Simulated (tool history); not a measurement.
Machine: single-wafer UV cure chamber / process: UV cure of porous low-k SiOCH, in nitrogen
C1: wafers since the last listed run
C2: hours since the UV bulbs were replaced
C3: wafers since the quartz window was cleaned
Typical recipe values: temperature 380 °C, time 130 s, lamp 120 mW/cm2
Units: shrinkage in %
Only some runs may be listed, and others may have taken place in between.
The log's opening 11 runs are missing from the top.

Run 12, day 25.071: usual settings but lamp 106 mW/cm2; C1 531; C2 1183.7; C3 1098. Result: shrinkage 8.477 %.
Run 13, day 26.371: usual settings but lamp 106 mW/cm2; C1 265; C2 1214.9; C3 1364. Result: shrinkage 8.359 %.
At day 35.088: quartz window cleaned.
Run 14, day 35.108: usual settings; C1 1719; C2 1424.6; C3 4. Result: shrinkage 9.737 %.
Run 15, day 36.021: usual settings; C1 186; C2 1446.5; C3 191. Result: shrinkage 9.65 %.
Run 16, day 37.542: usual settings; C1 311; C2 1483; C3 502. Result: shrinkage 9.09 %.
Run 17, day 39.221: usual settings but temperature 362 °C, time 70 s, lamp 147 mW/cm2; C1 343; C2 1523.3; C3 846. Result: shrinkage 7.125 %.
Run 18, day 40.912: usual settings but time 185 s, lamp 86 mW/cm2; C1 346; C2 1563.9; C3 1192. Result: shrinkage 9.273 %.
Run 19, day 42.942: usual settings but lamp 137 mW/cm2; C1 415; C2 1612.6; C3 1607. Result: shrinkage 9.582 %.
Run 20, day 44.733: usual settings but temperature 367 °C, lamp 82 mW/cm2; C1 366; C2 1655.6; C3 1973. Result: shrinkage 7.152 %.
At day 49.646: quartz window cleaned.
Run 21, day 49.667: usual settings but temperature 365 °C, lamp 155 mW/cm2; C1 941; C2 1774; C3 4. Result: shrinkage 10.534 %.
Run 22, day 51.642: usual settings; C1 404; C2 1821.4; C3 408. Result: shrinkage 9.678 %.
At day 52.312: UV bulbs replaced.
Run 23, day 54.175: usual settings but temperature 363 °C; C1 450; C2 44.7; C3 858. Result: shrinkage 9.027 %.
Run 24, day 55.779: usual settings; C1 328; C2 83.2; C3 1186. Result: shrinkage 8.855 %.
Run 25, day 58.358: usual settings but temperature 398 °C, time 90 s; C1 527; C2 145.1; C3 1714. Result: shrinkage 7.555 %.
Run 26, day 60.15: usual settings but lamp 82 mW/cm2; C1 366; C2 188.1; C3 2081. Result: shrinkage 7.274 %.
Run 27, day 62.133: usual settings but time 170 s, lamp 159 mW/cm2; C1 405; C2 235.7; C3 2486. Result: shrinkage 11.304 %.
Run 28, day 63.504: usual settings but time 65 s; C1 280; C2 268.6; C3 2767. Result: shrinkage 6.044 %.
At day 66.175: quartz window cleaned.
Run 29, day 66.196: usual settings; C1 482; C2 333.2; C3 4. Result: shrinkage 9.697 %.
Run 30, day 68.396: usual settings but temperature 391 °C, time 95 s, lamp 142 mW/cm2; C1 450; C2 386; C3 454. Result: shrinkage 8.719 %.
Run 31, day 70.838: usual settings but temperature 371 °C, lamp 147 mW/cm2; C1 499; C2 444.6; C3 954. Result: shrinkage 9.74 %.
Run 32, day 76.596: usual settings but temperature 387 °C, time 60 s, lamp 82 mW/cm2; C1 1178; C2 582.8; C3 2132. Result: shrinkage 4.348 %.

Branching from run 32: 5 alternative next runs. What would each branch give?
Run A, day 76.612: usual settings but lamp 147 mW/cm2; C1 3; C2 583.2; C3 2135. Result: shrinkage ?.
Run B, day 76.612: usual settings but temperature 396 °C, time 190 s, lamp 143 mW/cm2; C1 3; C2 583.2; C3 2135. Result: shrinkage ?.
Run C, day 76.612: usual settings but lamp 158 mW/cm2; C1 3; C2 583.2; C3 2135. Result: shrinkage ?.
Run D, day 76.612: usual settings but temperature 374 °C, time 70 s; C1 3; C2 583.2; C3 2135. Result: shrinkage ?.
Run E, day 76.612: usual settings but temperature 393 °C, time 70 s, lamp 150 mW/cm2; C1 3; C2 583.2; C3 2135. Result: shrinkage ?.

run  shrinkage
  A      9.655
  B     11.556
  C      9.979
  D      6.077
  E      7.287
With no hidden state in the tool, these same runs would have given:
run  shrinkage
  A     10.796
  B     12.749
  C     11.129
  D      7.087
  E      8.356

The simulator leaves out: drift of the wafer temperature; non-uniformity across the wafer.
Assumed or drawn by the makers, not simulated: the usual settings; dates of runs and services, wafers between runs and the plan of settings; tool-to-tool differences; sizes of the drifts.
